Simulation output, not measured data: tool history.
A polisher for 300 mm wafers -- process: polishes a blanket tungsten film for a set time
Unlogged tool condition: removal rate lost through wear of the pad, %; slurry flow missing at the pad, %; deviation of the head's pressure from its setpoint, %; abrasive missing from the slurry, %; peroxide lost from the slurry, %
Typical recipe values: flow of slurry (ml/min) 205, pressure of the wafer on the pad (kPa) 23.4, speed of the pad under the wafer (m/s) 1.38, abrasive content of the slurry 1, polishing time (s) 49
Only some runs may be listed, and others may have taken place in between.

run	hour	flow of slurry (ml/min)	pressure of the wafer on the pad (kPa)	speed of the pad under the wafer (m/s)	abrasive content of the slurry	polishing time (s)	wafers since the last listed run	wafers polished on this pad	hours since the slurry nozzle was cleaned	hours since the head pressure was calibrated	hours since the slurry blender was calibrated	hours since the slurry got fresh peroxide	incoming thickness of the incoming film, nm	film removed (Å)
1	0	205	23.4	1.38	1	49	0	545	375.3	171.6	169.9	35.6	1050.5	3244
# hour 12.3: slurry blender recalibrated
2	105.3	205	23.4	1.38	1	49	969	1514	480.6	276.9	93	140.9	1038.2	3222
# hour 125.8: worn pad replaced by a new one
# hour 153.1: head pressure recalibrated
3	153.6	205	21.4	1.38	1	49	396	241	528.9	0.5	141.3	189.2	1056.6	2946
# hour 172.3: slurry tank refilled with fresh slurry and peroxide
# hour 197.4: slurry blender recalibrated
4	215.5	205	21.4	1.38	1	49	552	794	590.8	62.4	18.1	43.2	1054.5	2922
5	259.6	205	23.4	1.38	1	41	413	1208	634.9	106.5	62.2	87.3	1068.7	2694
6	325	205	23.4	1.38	1	38	613	1822	700.3	171.9	127.6	152.7	1056.2	2504
# hour 356.7: slurry tank refilled with fresh slurry and peroxide
# hour 366.6: worn pad replaced by a new one
7	390.5	205	23.4	1.38	1	38	567	223	765.8	237.4	193.1	33.8	1049.5	2393
# hour 395.4: slurry blender recalibrated
8	433.9	205	23.4	1.38	1	38	388	612	809.2	280.8	38.5	77.2	1049.1	2440
# hour 464: head pressure recalibrated
9	494.3	205	23.4	1.38	1	49	548	1160	869.6	30.3	98.9	137.6	1040.2	2982
# hour 498: slurry nozzle cleaned
# hour 553.2: slurry tank refilled with fresh slurry and peroxide
10	554.2	205	23.4	1.38	1	49	543	1703	56.2	90.2	158.8	1	1046.9	3285
# hour 562.1: worn pad replaced by a new one
11	583.7	205	15.9	1.82	1	57	239	202	85.7	119.7	188.3	30.5	1067.7	3057
# hour 595.3: slurry blender recalibrated
12	618.9	205	31.7	0.96	0.75	54	311	514	120.9	154.9	23.6	65.7	1046	3782

Run 13 has not been measured yet. What should we expect?
13	685.8	240	23.4	1	1	49	627	1142	187.8	221.8	90.5	132.6	1047.4	?

Run 13 came out at film removed (Å) 2802.
The same run, on a tool lacking any hidden state, would have yielded film removed (Å) 2827.
